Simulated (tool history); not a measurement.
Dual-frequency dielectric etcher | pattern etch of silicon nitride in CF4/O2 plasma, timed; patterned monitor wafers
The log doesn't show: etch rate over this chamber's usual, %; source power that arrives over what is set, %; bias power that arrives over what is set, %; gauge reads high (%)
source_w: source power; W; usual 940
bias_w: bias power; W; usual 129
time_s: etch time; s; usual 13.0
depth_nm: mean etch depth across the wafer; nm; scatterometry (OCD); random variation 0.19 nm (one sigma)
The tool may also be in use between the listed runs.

run   hour  source_w  bias_w  time_s  wafers since the last listed run  hours since the last wet clean  hours since the last source power generator calibration  hours since the last bias power generator calibration  hours since the last upper electrode change  hours since the gauge calibration  read-back reference wafer on the same gauge, depth_nm  depth_nm
  1    0.0       940     129    13.0                                 0                           321.3                                                   1336.1                                                 1421.6                                       1938.2                              168.3                                                  46.65     42.43
  2   17.8       940     129    13.0                               393                           339.1                                                   1353.9                                                 1439.4                                       1956.0                              186.1                                                  46.65     42.33
  3   29.7       940     129    13.0                               263                           351.0                                                   1365.8                                                 1451.3                                       1967.9                              198.0                                                  46.74     42.75
  4   47.5       940     129    13.0                               393                           368.8                                                   1383.6                                                 1469.1                                       1985.7                              215.8                                                  46.64     42.80
  5   58.9       940     129    13.0                               252                           380.2                                                   1395.0                                                 1480.5                                       1997.1                              227.2                                                  46.69     42.54
  6   65.3       940     129    13.0                               141                           386.6                                                   1401.4                                                 1486.9                                       2003.5                              233.6                                                  46.67     42.87
  7   82.3       940     129    13.0                               376                           403.6                                                   1418.4                                                 1503.9                                       2020.5                              250.6                                                  46.72     42.89
  8   95.2       940     129    13.0                               285                           416.5                                                   1431.3                                                 1516.8                                       2033.4                              263.5                                                  46.72     42.87
  9  113.1       940     129    13.0                               396                           434.4                                                   1449.2                                                 1534.7                                       2051.3                              281.4                                                  46.70     42.76
 10  119.7       940     108    16.0                               146                           441.0                                                   1455.8                                                 1541.3                                       2057.9                              288.0                                                  46.67     50.53
 11  131.7       940     108    16.0                               265                           453.0                                                   1467.8                                                 1553.3                                       2069.9                              300.0                                                  46.74     50.97
     168.7  -- wet clean of the chamber
 12  169.2       940     108    16.0                               298                             0.5                                                   1505.3                                                 1590.8                                       2107.4                              337.5                                                  46.72     52.03
 13  169.5       940     129    10.0                                 6                             0.8                                                   1505.6                                                 1591.1                                       2107.7                              337.8                                                  46.70     34.02
 14  178.3       940     129    10.0                               194                             9.6                                                   1514.4                                                 1599.9                                       2116.5                              346.6                                                  46.75     33.77
     190.9  -- source power generator calibrated
 15  212.4       940     129    13.0                               665                            43.7                                                     21.5                                                 1634.0                                       2150.6                              380.7                                                  46.66     44.37
     217.5  -- gauge calibrated
 16  219.4       940     129    13.0                               154                            50.7                                                     28.5                                                 1641.0                                       2157.6                                1.9                                                  46.67     44.29
 17  237.2      1090     129    13.0                               393                            68.5                                                     46.3                                                 1658.8                                       2175.4                               19.7                                                  46.71     51.35
 18  244.3      1040     108    16.0                               157                            75.6                                                     53.4                                                 1665.9                                       2182.5                               26.8                                                  46.67     57.63
     258.5  -- bias power generator calibrated
     272.1  -- wet clean of the chamber, repeated, since the last time left the tool worse
     279.7  -- upper electrode replaced
 19  280.2       940     157    15.0                               237                             8.1                                                     89.3                                                   21.7                                          0.5                               62.7                                                  46.67     49.38
 20  280.5       940     102    11.0                                 6                             8.4                                                     89.6                                                   22.0                                          0.8                               63.0                                                  46.70     32.96
 21  303.5       860     129     9.0                               508                            31.4                                                    112.6                                                   45.0                                         23.8                               86.0                                                  46.73     26.40
 22  310.1       710     108    12.0                               146                            38.0                                                    119.2                                                   51.6                                         30.4                               92.6                                                  46.66     27.20
 23  323.5       710     108    15.0                               296                            51.4                                                    132.6                                                   65.0                                         43.8                              106.0                                                  46.66     34.44
 24  337.4       940     101    13.0                               307                            65.3                                                    146.5                                                   78.9                                         57.7                              119.9                                                  46.73     39.41
 25  354.9       940     129    13.0                               387                            82.8                                                    164.0                                                   96.4                                         75.2                              137.4                                                  46.75     41.00
 26  367.0       810     152    13.0                               267                            94.9                                                    176.1                                                  108.5                                         87.3                              149.5                                                  46.66     37.01
 27  377.0       940     102    11.0                               221                           104.9                                                    186.1                                                  118.5                                         97.3                              159.5                                                  46.76     33.26
 28  392.8       940     154    14.5                               349                           120.7                                                    201.9                                                  134.3                                        113.1                              175.3                                                  46.76     48.10
 29  406.8       940     113    13.0                               309                           134.7                                                    215.9                                                  148.3                                        127.1                              189.3                                                  46.70     40.56
 30  426.1       940     113    11.5                               426                           154.0                                                    235.2                                                  167.6                                        146.4                              208.6                                                  46.69     35.80

The same runs without the tool's hidden state, with the same run-to-run variation:
run  depth_nm
  1     41.47
  2     41.32
  3     41.69
  4     41.69
  5     41.39
  6     41.69
  7     41.66
  8     41.60
  9     41.43
 10     48.94
 11     49.32
 12     49.05
 13     32.07
 14     31.81
 15     41.69
 16     41.59
 17     48.16
 18     54.02
 19     49.88
 20     33.29
 21     26.62
 22     27.42
 23     34.67
 24     39.63
 25     41.18
 26     37.13
 27     33.34
 28     48.15
 29     40.56
 30     35.74

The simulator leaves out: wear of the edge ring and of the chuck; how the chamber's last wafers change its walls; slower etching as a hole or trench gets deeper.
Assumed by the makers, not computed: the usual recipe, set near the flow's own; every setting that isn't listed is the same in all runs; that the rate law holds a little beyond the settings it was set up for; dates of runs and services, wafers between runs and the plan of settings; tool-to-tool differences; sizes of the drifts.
